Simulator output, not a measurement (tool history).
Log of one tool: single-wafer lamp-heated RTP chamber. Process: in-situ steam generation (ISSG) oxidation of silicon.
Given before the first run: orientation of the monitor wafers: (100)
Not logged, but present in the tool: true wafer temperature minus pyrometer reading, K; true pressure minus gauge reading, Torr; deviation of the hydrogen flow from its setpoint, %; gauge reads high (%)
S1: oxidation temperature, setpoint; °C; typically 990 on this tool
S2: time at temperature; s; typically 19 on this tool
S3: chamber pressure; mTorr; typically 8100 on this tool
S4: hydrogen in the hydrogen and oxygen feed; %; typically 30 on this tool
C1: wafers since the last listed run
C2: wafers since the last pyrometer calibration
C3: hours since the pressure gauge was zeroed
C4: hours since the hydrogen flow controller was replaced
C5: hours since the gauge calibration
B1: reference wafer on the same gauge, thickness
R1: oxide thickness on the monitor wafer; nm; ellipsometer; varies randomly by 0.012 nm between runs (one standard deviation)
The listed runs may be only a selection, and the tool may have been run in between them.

Run 1, hour 0.0: usual settings but S1 1001 °C, S2 16 s; C1 0; C2 3902; C3 3630.5; C4 5928.7; C5 239.8; B1 5.819. Result: R1 5.931 nm.
Run 2, hour 29.8: usual settings but S1 1001 °C, S2 16 s; C1 323; C2 4226; C3 3660.3; C4 5958.5; C5 269.6; B1 5.813. Result: R1 5.952 nm.
Run 3, hour 73.2: usual settings but S3 9000 mTorr, S4 25 %; C1 471; C2 4697; C3 3703.7; C4 6001.9; C5 313.0; B1 5.822. Result: R1 5.817 nm.
Run 4, hour 99.3: usual settings but S3 9000 mTorr, S4 25 %; C1 283; C2 4980; C3 3729.8; C4 6028.0; C5 339.1; B1 5.828. Result: R1 5.802 nm.
Run 5, hour 125.9: usual settings but S1 1003 °C, S4 25 %; C1 288; C2 5269; C3 3756.4; C4 6054.6; C5 365.7; B1 5.820. Result: R1 6.202 nm.
Run 6, hour 147.7: usual settings but S1 1003 °C, S4 25 %; C1 236; C2 5505; C3 3778.2; C4 6076.4; C5 387.5; B1 5.823. Result: R1 6.210 nm.
Run 7, hour 166.2: usual settings but S1 1003 °C, S4 25 %; C1 200; C2 5706; C3 3796.7; C4 6094.9; C5 406.0; B1 5.815. Result: R1 6.215 nm.
Run 8, hour 185.6: usual settings; C1 210; C2 5917; C3 3816.1; C4 6114.3; C5 425.4; B1 5.815. Result: R1 6.160 nm.
At hour 195.7: hydrogen flow controller replaced.
Run 9, hour 211.8: usual settings; C1 197; C2 6114; C3 3842.3; C4 16.1; C5 451.6; B1 5.817. Result: R1 6.166 nm.
Run 10, hour 238.0: usual settings; C1 284; C2 6399; C3 3868.5; C4 42.3; C5 477.8; B1 5.819. Result: R1 6.189 nm.
Run 11, hour 253.1: usual settings; C1 163; C2 6563; C3 3883.6; C4 57.4; C5 492.9; B1 5.818. Result: R1 6.164 nm.
Run 12, hour 268.5: usual settings but S1 1007 °C, S3 8600 mTorr; C1 167; C2 6730; C3 3899.0; C4 72.8; C5 508.3; B1 5.815. Result: R1 6.596 nm.
Run 13, hour 287.7: usual settings; C1 208; C2 6938; C3 3918.2; C4 92.0; C5 527.5; B1 5.823. Result: R1 6.181 nm.
Run 14, hour 306.9: usual settings; C1 208; C2 7146; C3 3937.4; C4 111.2; C5 546.7; B1 5.816. Result: R1 6.155 nm.

Run 15 has not been measured yet. What should we expect?
Run 15, hour 331.0: usual settings but S2 13 s, S3 7200 mTorr, S4 32 %; C1 261; C2 7408; C3 3961.5; C4 135.3; C5 570.8; B1 ?. Result: R1 ?.

Run 15 produced B1 5.817, R1 5.360 nm.
On a tool with no hidden condition, and with the same random variation, this run would have come out at R1 5.148 nm.

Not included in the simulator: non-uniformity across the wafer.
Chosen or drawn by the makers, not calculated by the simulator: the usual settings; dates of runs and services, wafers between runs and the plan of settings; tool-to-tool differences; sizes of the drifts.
